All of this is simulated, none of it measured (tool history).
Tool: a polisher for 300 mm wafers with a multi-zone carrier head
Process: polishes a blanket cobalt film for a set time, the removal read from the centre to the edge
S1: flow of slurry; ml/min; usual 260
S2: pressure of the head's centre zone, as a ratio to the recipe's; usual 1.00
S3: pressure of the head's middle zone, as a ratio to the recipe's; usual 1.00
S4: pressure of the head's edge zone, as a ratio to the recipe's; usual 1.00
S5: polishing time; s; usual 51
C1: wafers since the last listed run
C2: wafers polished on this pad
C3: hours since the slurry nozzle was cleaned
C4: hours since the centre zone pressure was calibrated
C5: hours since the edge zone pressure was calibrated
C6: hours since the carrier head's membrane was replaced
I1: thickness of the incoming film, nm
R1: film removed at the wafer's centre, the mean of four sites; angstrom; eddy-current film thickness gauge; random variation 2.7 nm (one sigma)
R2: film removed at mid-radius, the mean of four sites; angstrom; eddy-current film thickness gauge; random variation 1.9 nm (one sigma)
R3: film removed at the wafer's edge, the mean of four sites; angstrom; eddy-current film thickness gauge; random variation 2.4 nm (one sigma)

| run | day | S1 | S2 | S3 | S4 | S5 | C1 | C2 | C3 | C4 | C5 | C6 | I1 | R1 | R2 | R3 |
|---|---|---|---|---|---|---|---|---|---|---|---|---|---|---|---|---|
| 1 | 0.000 | 230 | 1.10 | 0.88 | 1.00 | 51 | 0 | 3391 | 357.2 | 10.2 | 1196.1 | 323.0 | 810.0 | 1984 | 1661 | 1810 |
|  | 1.529 | worn pad replaced by a new one |
| 2 | 2.942 | 260 | 1.03 | 1.00 | 1.00 | 51 | 478 | 243 | 427.8 | 80.8 | 1266.7 | 393.6 | 807.8 | 1887 | 1833 | 1876 |
|  | 3.029 | edge zone pressure recalibrated |
| 3 | 4.629 | 260 | 1.00 | 1.00 | 1.00 | 51 | 276 | 520 | 468.3 | 121.3 | 38.4 | 434.1 | 807.4 | 1825 | 1862 | 1874 |
|  | 6.379 | slurry nozzle cleaned |
| 4 | 7.025 | 340 | 0.95 | 1.00 | 1.00 | 35 | 405 | 926 | 15.5 | 178.8 | 95.9 | 491.6 | 799.0 | 1237 | 1311 | 1283 |
|  | 14.550 | carrier head's membrane replaced by a new one |
| 5 | 15.192 | 260 | 1.00 | 1.00 | 1.00 | 51 | 1372 | 2298 | 211.5 | 374.8 | 291.9 | 15.4 | 787.3 | 1861 | 1845 | 1875 |
| 6 | 16.754 | 170 | 1.00 | 1.09 | 0.93 | 51 | 269 | 2567 | 249.0 | 412.3 | 329.4 | 52.9 | 796.8 | 1655 | 1840 | 1702 |
| 7 | 18.783 | 260 | 1.00 | 1.00 | 0.94 | 65 | 349 | 2917 | 297.7 | 461.0 | 378.1 | 101.6 | 812.8 | 2297 | 2335 | 2270 |
| 8 | 21.308 | 260 | 1.00 | 1.00 | 1.00 | 51 | 435 | 3352 | 358.3 | 521.6 | 438.7 | 162.2 | 802.1 | 1865 | 1840 | 1824 |
|  | 21.667 | worn pad replaced by a new one |
| 9 | 22.633 | 260 | 1.00 | 1.00 | 1.00 | 51 | 199 | 166 | 390.1 | 553.4 | 470.5 | 194.0 | 791.1 | 1815 | 1831 | 1898 |
|  | 23.179 | centre zone pressure recalibrated |
| 10 | 23.771 | 320 | 1.00 | 1.00 | 0.89 | 44 | 181 | 348 | 417.4 | 14.2 | 497.8 | 221.3 | 813.5 | 1624 | 1608 | 1522 |
| 11 | 25.917 | 260 | 1.05 | 1.00 | 1.00 | 51 | 369 | 718 | 468.9 | 65.7 | 549.3 | 272.8 | 797.3 | 1889 | 1843 | 1832 |
| 12 | 26.979 | 260 | 1.00 | 1.00 | 1.00 | 51 | 183 | 901 | 494.4 | 91.2 | 574.8 | 298.3 | 798.1 | 1871 | 1849 | 1848 |
| 13 | 29.308 | 185 | 1.00 | 0.93 | 1.00 | 63 | 401 | 1303 | 550.3 | 147.1 | 630.7 | 354.2 | 786.7 | 2172 | 2040 | 2168 |
|  | 29.588 | slurry nozzle cleaned |
| 14 | 32.083 | 260 | 1.00 | 1.00 | 1.00 | 51 | 471 | 1774 | 59.9 | 213.7 | 697.3 | 420.8 | 812.7 | 1826 | 1832 | 1861 |
| 15 | 34.817 | 260 | 1.00 | 0.90 | 0.88 | 68 | 471 | 2245 | 125.5 | 279.3 | 762.9 | 486.4 | 812.7 | 2438 | 2339 | 2345 |
|  | 36.588 | carrier head's membrane replaced by a new one |
| 16 | 36.608 | 260 | 1.00 | 1.06 | 1.00 | 51 | 272 | 2518 | 168.5 | 322.3 | 805.9 | 0.5 | 799.6 | 1878 | 1913 | 1859 |
| 17 | 39.421 | 260 | 1.00 | 1.00 | 1.00 | 51 | 484 | 3003 | 236.0 | 389.8 | 873.4 | 68.0 | 790.2 | 1862 | 1855 | 1826 |
|  | 41.450 | worn pad replaced by a new one |
| 18 | 41.750 | 260 | 1.00 | 1.09 | 1.00 | 43 | 372 | 51 | 291.9 | 445.7 | 929.3 | 123.9 | 792.8 | 1555 | 1659 | 1533 |
|  | 44.017 | centre zone pressure recalibrated |
| 19 | 44.729 | 260 | 1.00 | 1.00 | 1.10 | 66 | 499 | 550 | 363.4 | 17.1 | 1000.8 | 195.4 | 786.2 | 2303 | 2406 | 2554 |
| 20 | 47.050 | 325 | 1.00 | 1.00 | 1.00 | 63 | 400 | 951 | 419.1 | 72.8 | 1056.5 | 251.1 | 805.4 | 2382 | 2365 | 2316 |
| 21 | 49.671 | 260 | 1.00 | 0.90 | 1.00 | 51 | 451 | 1402 | 482.0 | 135.7 | 1119.4 | 314.0 | 799.9 | 1827 | 1726 | 1838 |

5 ways to go on from here, each from the tool as it stands after run 21. What would each give?
| A | 49.688 | 260 | 1.00 | 1.00 | 1.00 | 51 | 2 | 1405 | 482.4 | 136.1 | 1119.8 | 314.4 | 802.8 | ? | ? | ? |
| B | 49.688 | 260 | 1.00 | 1.00 | 1.03 | 60 | 2 | 1405 | 482.4 | 136.1 | 1119.8 | 314.4 | 802.8 | ? | ? | ? |
| C | 49.688 | 260 | 0.88 | 1.08 | 0.93 | 51 | 2 | 1405 | 482.4 | 136.1 | 1119.8 | 314.4 | 802.8 | ? | ? | ? |
| D | 49.688 | 260 | 0.90 | 1.00 | 0.92 | 67 | 2 | 1405 | 482.4 | 136.1 | 1119.8 | 314.4 | 802.8 | ? | ? | ? |
| E | 49.688 | 260 | 1.07 | 0.95 | 1.11 | 51 | 2 | 1405 | 482.4 | 136.1 | 1119.8 | 314.4 | 802.8 | ? | ? | ? |

| run | R1 | R2 | R3 |
|---|---|---|---|
| A | 1819 | 1869 | 1871 |
| B | 2141 | 2199 | 2233 |
| C | 1600 | 1980 | 1806 |
| D | 2149 | 2457 | 2363 |
| E | 1947 | 1799 | 1971 |
Without the tool's hidden state the same runs would have given:
| run | R1 | R2 | R3 |
|---|---|---|---|
| A | 1819 | 1869 | 1871 |
| B | 2141 | 2199 | 2233 |
| C | 1600 | 1980 | 1806 |
| D | 2149 | 2457 | 2363 |
| E | 1947 | 1799 | 1971 |
